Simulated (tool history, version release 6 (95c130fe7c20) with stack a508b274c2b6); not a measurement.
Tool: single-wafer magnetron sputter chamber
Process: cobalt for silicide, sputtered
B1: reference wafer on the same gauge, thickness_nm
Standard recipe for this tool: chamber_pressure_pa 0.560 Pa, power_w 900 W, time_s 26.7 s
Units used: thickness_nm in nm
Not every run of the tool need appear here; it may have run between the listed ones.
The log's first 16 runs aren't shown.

{"run": 17, "hour": 443.1, "chamber_pressure_pa": 0.442, "power_w": 850, "time_s": 22.8, "B1": 9.837, "thickness_nm": 9.003}
{"run": 18, "hour": 475.6, "chamber_pressure_pa": 0.56, "power_w": 900, "time_s": 30.2, "B1": 9.83, "thickness_nm": 12.13}
{"hour": 493.5, "done": "capacitance manometer re-zeroed and calibrated"}
{"run": 19, "hour": 494.0, "chamber_pressure_pa": 0.56, "power_w": 900, "time_s": 24.8, "B1": 9.82, "thickness_nm": 9.895}
{"run": 20, "hour": 525.2, "chamber_pressure_pa": 0.342, "power_w": 700, "time_s": 26.7, "B1": 9.804, "thickness_nm": 9.412}
{"run": 21, "hour": 560.8, "chamber_pressure_pa": 0.56, "power_w": 900, "time_s": 26.7, "B1": 9.794, "thickness_nm": 10.635}
{"run": 22, "hour": 574.9, "chamber_pressure_pa": 0.342, "power_w": 700, "time_s": 26.7, "B1": 9.784, "thickness_nm": 9.332}
{"hour": 598.5, "done": "sputter target and shields replaced"}
{"run": 23, "hour": 603.4, "chamber_pressure_pa": 0.56, "power_w": 900, "time_s": 26.7, "B1": 9.776, "thickness_nm": 10.665}
{"run": 24, "hour": 629.6, "chamber_pressure_pa": 0.56, "power_w": 900, "time_s": 26.7, "B1": 9.768, "thickness_nm": 10.559}
{"run": 25, "hour": 656.1, "chamber_pressure_pa": 0.56, "power_w": 900, "time_s": 26.7, "B1": 9.76, "thickness_nm": 10.539}
{"run": 26, "hour": 679.7, "chamber_pressure_pa": 0.56, "power_w": 900, "time_s": 23.0, "B1": 9.738, "thickness_nm": 9.14}
{"run": 27, "hour": 702.1, "chamber_pressure_pa": 0.704, "power_w": 900, "time_s": 26.7, "B1": 9.737, "thickness_nm": 10.245}
{"run": 28, "hour": 735.6, "chamber_pressure_pa": 0.78, "power_w": 750, "time_s": 31.4, "B1": 9.734, "thickness_nm": 10.438}
{"run": 29, "hour": 750.1, "chamber_pressure_pa": 0.686, "power_w": 800, "time_s": 30.4, "B1": 9.711, "thickness_nm": 10.709}
{"run": 30, "hour": 780.0, "chamber_pressure_pa": 0.56, "power_w": 900, "time_s": 26.7, "B1": 9.707, "thickness_nm": 10.479}
{"run": 31, "hour": 811.6, "chamber_pressure_pa": 0.702, "power_w": 1100, "time_s": 26.7, "B1": 9.698, "thickness_nm": 11.829}
{"hour": 837.6, "done": "sputter target and shields replaced"}
{"run": 32, "hour": 838.1, "chamber_pressure_pa": 0.378, "power_w": 900, "time_s": 26.7, "B1": 9.675, "thickness_nm": 10.886}
{"run": 33, "hour": 859.3, "chamber_pressure_pa": 0.748, "power_w": 1050, "time_s": 24.4, "B1": 9.677, "thickness_nm": 10.325}
{"run": 34, "hour": 894.1, "chamber_pressure_pa": 0.731, "power_w": 800, "time_s": 26.7, "B1": 9.667, "thickness_nm": 9.285}
{"run": 35, "hour": 912.8, "chamber_pressure_pa": 0.56, "power_w": 900, "time_s": 26.7, "B1": 9.651, "thickness_nm": 10.494}
{"run": 36, "hour": 940.8, "chamber_pressure_pa": 0.56, "power_w": 900, "time_s": 26.7, "B1": 9.645, "thickness_nm": 10.456}

What if the next run were any one of these 3? Each begins from the tool's condition after run 36:
{"run": "A", "hour": 941.2, "chamber_pressure_pa": 0.481, "power_w": 900, "time_s": 26.7, "B1": "?", "thickness_nm": "?"}
{"run": "B", "hour": 941.2, "chamber_pressure_pa": 0.56, "power_w": 800, "time_s": 30.3, "B1": "?", "thickness_nm": "?"}
{"run": "C", "hour": 941.2, "chamber_pressure_pa": 0.72, "power_w": 1000, "time_s": 30.6, "B1": "?", "thickness_nm": "?"}

run=A B1=9.654 thickness_nm=10.631
run=B B1=9.654 thickness_nm=10.936
run=C B1=9.654 thickness_nm=12.503
Without the tool's unlogged condition, the same runs would have read:
run=A thickness_nm=10.917
run=B thickness_nm=11.229
run=C thickness_nm=12.839
